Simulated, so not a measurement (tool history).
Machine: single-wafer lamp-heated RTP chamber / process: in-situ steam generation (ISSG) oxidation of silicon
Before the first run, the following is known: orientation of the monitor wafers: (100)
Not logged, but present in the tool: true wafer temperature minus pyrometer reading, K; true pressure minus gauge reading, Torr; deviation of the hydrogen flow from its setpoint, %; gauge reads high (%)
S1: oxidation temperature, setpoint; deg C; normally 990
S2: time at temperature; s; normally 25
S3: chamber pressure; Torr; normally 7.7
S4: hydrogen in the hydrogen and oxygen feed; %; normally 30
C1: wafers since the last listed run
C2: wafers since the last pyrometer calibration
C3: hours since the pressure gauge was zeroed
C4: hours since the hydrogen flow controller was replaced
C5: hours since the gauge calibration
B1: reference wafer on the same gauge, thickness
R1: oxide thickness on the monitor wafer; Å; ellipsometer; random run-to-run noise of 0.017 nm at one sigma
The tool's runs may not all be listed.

{"run": 1, "hour": 0.0, "S1": 990, "S2": 25, "S3": 7.7, "S4": 30, "C1": 0, "C2": 5763, "C3": 2587.2, "C4": 5167.6, "C5": 1557.2, "B1": 5.392, "R1": 62.69}
{"run": 2, "hour": 58.8, "S1": 990, "S2": 25, "S3": 7.7, "S4": 30, "C1": 640, "C2": 6403, "C3": 2646, "C4": 5226.4, "C5": 1616, "B1": 5.392, "R1": 62.74}
{"hour": 139.8, "done": "pyrometer window cleaned and pyrometer calibrated"}
{"run": 3, "hour": 146.3, "S1": 990, "S2": 25, "S3": 7.7, "S4": 30, "C1": 865, "C2": 70, "C3": 2733.5, "C4": 5313.9, "C5": 1703.5, "B1": 5.39, "R1": 63.62}
{"run": 4, "hour": 195.7, "S1": 990, "S2": 25, "S3": 7.7, "S4": 30, "C1": 538, "C2": 608, "C3": 2782.9, "C4": 5363.3, "C5": 1752.9, "B1": 5.388, "R1": 64.01}
{"hour": 257.9, "done": "hydrogen flow controller replaced"}
{"run": 5, "hour": 258.4, "S1": 990, "S2": 25, "S3": 7.7, "S4": 30, "C1": 595, "C2": 1204, "C3": 2845.6, "C4": 0.5, "C5": 1815.6, "B1": 5.385, "R1": 64.19}
{"run": 6, "hour": 349.5, "S1": 990, "S2": 25, "S3": 7.7, "S4": 30, "C1": 992, "C2": 2196, "C3": 2936.7, "C4": 91.6, "C5": 1906.7, "B1": 5.395, "R1": 64.33}
{"run": 7, "hour": 424.7, "S1": 981, "S2": 25, "S3": 7.7, "S4": 30, "C1": 819, "C2": 3015, "C3": 3011.9, "C4": 166.8, "C5": 1981.9, "B1": 5.389, "R1": 61.85}
{"hour": 494.3, "done": "pressure gauge zeroed"}
{"run": 8, "hour": 494.8, "S1": 981, "S2": 25, "S3": 7.7, "S4": 30, "C1": 676, "C2": 3692, "C3": 0.5, "C4": 236.9, "C5": 2052, "B1": 5.386, "R1": 62.17}
{"run": 9, "hour": 556.4, "S1": 981, "S2": 25, "S3": 7.7, "S4": 30, "C1": 670, "C2": 4362, "C3": 62.1, "C4": 298.5, "C5": 2113.6, "B1": 5.389, "R1": 61.8}
{"run": 10, "hour": 616.1, "S1": 998, "S2": 22, "S3": 6.9, "S4": 32, "C1": 650, "C2": 5013, "C3": 121.8, "C4": 358.2, "C5": 2173.3, "B1": 5.392, "R1": 64.35}
{"run": 11, "hour": 734.1, "S1": 990, "S2": 25, "S3": 7.7, "S4": 32, "C1": 1285, "C2": 6298, "C3": 239.8, "C4": 476.2, "C5": 2291.3, "B1": 5.388, "R1": 66.08}
{"run": 12, "hour": 780.2, "S1": 980, "S2": 21, "S3": 7.7, "S4": 30, "C1": 502, "C2": 6800, "C3": 285.9, "C4": 522.3, "C5": 2337.4, "B1": 5.39, "R1": 57.66}
{"hour": 822.7, "done": "pyrometer window cleaned and pyrometer calibrated, repeated, since the last time left the tool worse"}
{"run": 13, "hour": 833.3, "S1": 977, "S2": 31, "S3": 7.7, "S4": 30, "C1": 491, "C2": 115, "C3": 339, "C4": 575.4, "C5": 2390.5, "B1": 5.391, "R1": 65.01}
{"run": 14, "hour": 938.5, "S1": 1001, "S2": 33, "S3": 8.4, "S4": 23, "C1": 1145, "C2": 1261, "C3": 444.2, "C4": 680.6, "C5": 2495.7, "B1": 5.387, "R1": 69.56}
{"run": 15, "hour": 1006.8, "S1": 1000, "S2": 19, "S3": 8.8, "S4": 30, "C1": 743, "C2": 2005, "C3": 512.5, "C4": 748.9, "C5": 2564, "B1": 5.384, "R1": 56.68}
{"run": 16, "hour": 1067.2, "S1": 985, "S2": 25, "S3": 7.7, "S4": 30, "C1": 657, "C2": 2663, "C3": 572.9, "C4": 809.3, "C5": 2624.4, "B1": 5.388, "R1": 61.09}
{"run": 17, "hour": 1256.5, "S1": 990, "S2": 25, "S3": 7.7, "S4": 23, "C1": 2061, "C2": 4725, "C3": 762.2, "C4": 998.6, "C5": 2813.7, "B1": 5.396, "R1": 58.55}
{"run": 18, "hour": 1340.2, "S1": 990, "S2": 25, "S3": 7.7, "S4": 30, "C1": 911, "C2": 5636, "C3": 845.9, "C4": 1082.3, "C5": 2897.4, "B1": 5.389, "R1": 62.48}
{"run": 19, "hour": 1388.7, "S1": 985, "S2": 22, "S3": 8.3, "S4": 32, "C1": 528, "C2": 6164, "C3": 894.4, "C4": 1130.8, "C5": 2945.9, "B1": 5.39, "R1": 58.91}
{"run": 20, "hour": 1481.5, "S1": 990, "S2": 25, "S3": 7.7, "S4": 30, "C1": 1010, "C2": 7175, "C3": 987.2, "C4": 1223.6, "C5": 3038.7, "B1": 5.395, "R1": 62.65}
{"hour": 1525.7, "done": "pyrometer window cleaned and pyrometer calibrated"}
{"run": 21, "hour": 1539.1, "S1": 973, "S2": 32, "S3": 7.7, "S4": 30, "C1": 540, "C2": 145, "C3": 1044.8, "C4": 1281.2, "C5": 3096.3, "B1": 5.398, "R1": 65.36}
{"hour": 1593.2, "done": "gauge calibrated"}
{"run": 22, "hour": 1617.4, "S1": 990, "S2": 25, "S3": 6.9, "S4": 30, "C1": 852, "C2": 998, "C3": 1123.1, "C4": 1359.5, "C5": 24.2, "B1": 5.383, "R1": 61.66}
{"run": 23, "hour": 1655.4, "S1": 990, "S2": 25, "S3": 7.7, "S4": 30, "C1": 413, "C2": 1412, "C3": 1161.1, "C4": 1397.5, "C5": 62.2, "B1": 5.388, "R1": 62.1}
{"run": 24, "hour": 1731.7, "S1": 990, "S2": 25, "S3": 7.7, "S4": 30, "C1": 831, "C2": 2243, "C3": 1237.4, "C4": 1473.8, "C5": 138.5, "B1": 5.396, "R1": 62.38}
{"run": 25, "hour": 1816.4, "S1": 990, "S2": 25, "S3": 7.2, "S4": 21, "C1": 922, "C2": 3165, "C3": 1322.1, "C4": 1558.5, "C5": 223.2, "B1": 5.394, "R1": 57.06}
{"run": 26, "hour": 1857.9, "S1": 979, "S2": 29, "S3": 9.1, "S4": 32, "C1": 452, "C2": 3617, "C3": 1363.6, "C4": 1600, "C5": 264.7, "B1": 5.395, "R1": 63.67}
{"run": 27, "hour": 1913.2, "S1": 990, "S2": 25, "S3": 7.7, "S4": 30, "C1": 602, "C2": 4219, "C3": 1418.9, "C4": 1655.3, "C5": 320, "B1": 5.386, "R1": 62.55}
{"run": 28, "hour": 2027.9, "S1": 990, "S2": 25, "S3": 8.8, "S4": 26, "C1": 1249, "C2": 5469, "C3": 1533.6, "C4": 1770, "C5": 434.7, "B1": 5.394, "R1": 59.97}
{"hour": 2236.6, "done": "pyrometer window cleaned and pyrometer calibrated"}
{"run": 29, "hour": 2282.0, "S1": 1008, "S2": 31, "S3": 6.9, "S4": 24, "C1": 2680, "C2": 494, "C3": 1787.7, "C4": 2024.1, "C5": 688.8, "B1": 5.381, "R1": 70.68}
{"run": 30, "hour": 2320.7, "S1": 990, "S2": 25, "S3": 7.7, "S4": 30, "C1": 421, "C2": 915, "C3": 1826.4, "C4": 2062.8, "C5": 727.5, "B1": 5.393, "R1": 62.5}

Table of differences, measured result less the result of that run with no hidden state. Run-to-run variation is the same in both. Gauge scatter possibly is not:
run=1 R1=+0.87
run=2 R1=+0.98
run=3 R1=+1.97
run=4 R1=+2.06
run=5 R1=+2.17
run=6 R1=+2.33
run=7 R1=+2.24
run=8 R1=+2.36
run=9 R1=+2.44
run=10 R1=+2.82
run=11 R1=+3.05
run=12 R1=+2.45
run=13 R1=+0.1
run=14 R1=+0.34
run=15 R1=+0.33
run=16 R1=+0.44
run=17 R1=+0.72
run=18 R1=+0.91
run=19 R1=+0.87
run=20 R1=+1.14
run=21 R1=+0.1
run=22 R1=+0.23
run=23 R1=+0.29
run=24 R1=+0.41
run=25 R1=+0.5
run=26 R1=+0.61
run=27 R1=+0.7
run=28 R1=+0.85
run=29 R1=+0.27
run=30 R1=+0.26
